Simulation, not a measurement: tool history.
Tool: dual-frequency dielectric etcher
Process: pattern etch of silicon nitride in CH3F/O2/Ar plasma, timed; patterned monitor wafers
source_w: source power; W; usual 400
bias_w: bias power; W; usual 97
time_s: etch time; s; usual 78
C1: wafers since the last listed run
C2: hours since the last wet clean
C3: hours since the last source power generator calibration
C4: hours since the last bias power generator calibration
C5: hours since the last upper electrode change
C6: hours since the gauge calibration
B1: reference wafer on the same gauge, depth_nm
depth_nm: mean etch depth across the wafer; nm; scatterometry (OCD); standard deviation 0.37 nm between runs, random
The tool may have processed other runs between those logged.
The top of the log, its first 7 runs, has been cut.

run 8 day=3.938 | source_w=400 bias_w=97 time_s=67.5 | C1=176 C2=191.1 C3=4081.4 C4=3627.6 C5=5825 C6=192.8 | B1=58.9 | depth_nm=52.5
run 9 day=4.475 | source_w=400 bias_w=97 time_s=78 | C1=138 C2=204 C3=4094.3 C4=3640.5 C5=5837.9 C6=205.7 | B1=59 | depth_nm=59.8
run 10 day=5.075 | source_w=400 bias_w=108 time_s=78 | C1=154 C2=218.4 C3=4108.7 C4=3654.9 C5=5852.3 C6=220.1 | B1=59 | depth_nm=62
run 11 day=5.504 | source_w=400 bias_w=108 time_s=78 | C1=110 C2=228.7 C3=4119 C4=3665.2 C5=5862.6 C6=230.4 | B1=59 | depth_nm=61.4
run 12 day=5.812 | source_w=400 bias_w=97 time_s=78 | C1=79 C2=236.1 C3=4126.4 C4=3672.6 C5=5870 C6=237.8 | B1=59 | depth_nm=60.3
run 13 day=6.208 | source_w=470 bias_w=97 time_s=78 | C1=101 C2=245.6 C3=4135.9 C4=3682.1 C5=5879.5 C6=247.3 | B1=59 | depth_nm=63.1
-- day=6.508 source power generator calibrated
run 14 day=6.954 | source_w=400 bias_w=97 time_s=78 | C1=148 C2=263.5 C3=10.7 C4=3700 C5=5897.4 C6=265.2 | B1=59 | depth_nm=60.1
-- day=7.283 gauge calibrated
run 15 day=7.329 | source_w=340 bias_w=118 time_s=64.5 | C1=96 C2=272.5 C3=19.7 C4=3709 C5=5906.4 C6=1.1 | B1=59 | depth_nm=50.5
run 16 day=7.85 | source_w=400 bias_w=97 time_s=67.5 | C1=133 C2=285 C3=32.2 C4=3721.5 C5=5918.9 C6=13.6 | B1=58.9 | depth_nm=51.1
run 17 day=8.217 | source_w=460 bias_w=112 time_s=54.5 | C1=94 C2=293.8 C3=41 C4=3730.3 C5=5927.7 C6=22.4 | B1=59 | depth_nm=45.1
run 18 day=8.592 | source_w=340 bias_w=118 time_s=64.5 | C1=96 C2=302.8 C3=50 C4=3739.3 C5=5936.7 C6=31.4 | B1=58.9 | depth_nm=50.2
run 19 day=9.05 | source_w=400 bias_w=97 time_s=78 | C1=117 C2=313.8 C3=61 C4=3750.3 C5=5947.7 C6=42.4 | B1=59.1 | depth_nm=59.3
-- day=10.192 upper electrode replaced
-- day=10.288 wet clean of the chamber
run 20 day=10.308 | source_w=400 bias_w=97 time_s=67.5 | C1=41 C2=0.5 C3=91.2 C4=3780.5 C5=2.8 C6=72.6 | B1=59 | depth_nm=53.2
run 21 day=10.321 | source_w=470 bias_w=97 time_s=70 | C1=3 C2=0.8 C3=91.5 C4=3780.8 C5=3.1 C6=72.9 | B1=59 | depth_nm=57.9
run 22 day=10.5 | source_w=400 bias_w=119 time_s=56.5 | C1=46 C2=5.1 C3=95.8 C4=3785.1 C5=7.4 C6=77.2 | B1=59.1 | depth_nm=47.2
run 23 day=10.796 | source_w=370 bias_w=75 time_s=95.5 | C1=76 C2=12.2 C3=102.9 C4=3792.2 C5=14.5 C6=84.3 | B1=59 | depth_nm=69.1
-- day=11.183 bias power generator calibrated
run 24 day=11.204 | source_w=350 bias_w=107 time_s=97 | C1=62 C2=22 C3=112.7 C4=0.5 C5=24.3 C6=94.1 | B1=59 | depth_nm=75.7
run 25 day=11.692 | source_w=400 bias_w=119 time_s=56.5 | C1=125 C2=33.7 C3=124.4 C4=12.2 C5=36 C6=105.8 | B1=59.1 | depth_nm=46.9
run 26 day=12.258 | source_w=400 bias_w=97 time_s=91 | C1=145 C2=47.3 C3=138 C4=25.8 C5=49.6 C6=119.4 | B1=59 | depth_nm=70.8
run 27 day=12.675 | source_w=480 bias_w=74 time_s=94.5 | C1=107 C2=57.3 C3=148 C4=35.8 C5=59.6 C6=129.4 | B1=59 | depth_nm=72.7
run 28 day=13.062 | source_w=310 bias_w=79 time_s=90.5 | C1=99 C2=66.6 C3=157.3 C4=45.1 C5=68.9 C6=138.7 | B1=59 | depth_nm=63.1
run 29 day=13.762 | source_w=400 bias_w=115 time_s=78 | C1=179 C2=83.4 C3=174.1 C4=61.9 C5=85.7 C6=155.5 | B1=59 | depth_nm=64.1
run 30 day=14.417 | source_w=400 bias_w=97 time_s=78 | C1=168 C2=99.1 C3=189.8 C4=77.6 C5=101.4 C6=171.2 | B1=59 | depth_nm=60.6

Predict each of these 4 candidate next runs independently; none follows another, all start after run 30:
run A day=14.433 | source_w=400 bias_w=119 time_s=78 | C1=4 C2=99.5 C3=190.2 C4=78 C5=101.8 C6=171.6 | B1=? | depth_nm=?
run B day=14.433 | source_w=400 bias_w=86 time_s=97.5 | C1=4 C2=99.5 C3=190.2 C4=78 C5=101.8 C6=171.6 | B1=? | depth_nm=?
run C day=14.433 | source_w=300 bias_w=74 time_s=97 | C1=4 C2=99.5 C3=190.2 C4=78 C5=101.8 C6=171.6 | B1=? | depth_nm=?
run D day=14.433 | source_w=400 bias_w=97 time_s=70.5 | C1=4 C2=99.5 C3=190.2 C4=78 C5=101.8 C6=171.6 | B1=? | depth_nm=?

run=A B1=59 depth_nm=64.3
run=B B1=59 depth_nm=73.2
run=C B1=59 depth_nm=64.9
run=D B1=59 depth_nm=54.7
Without the tool's unlogged condition, the same runs would have read:
run=A depth_nm=65.3
run=B depth_nm=74.3
run=C depth_nm=65.8
run=D depth_nm=55.6
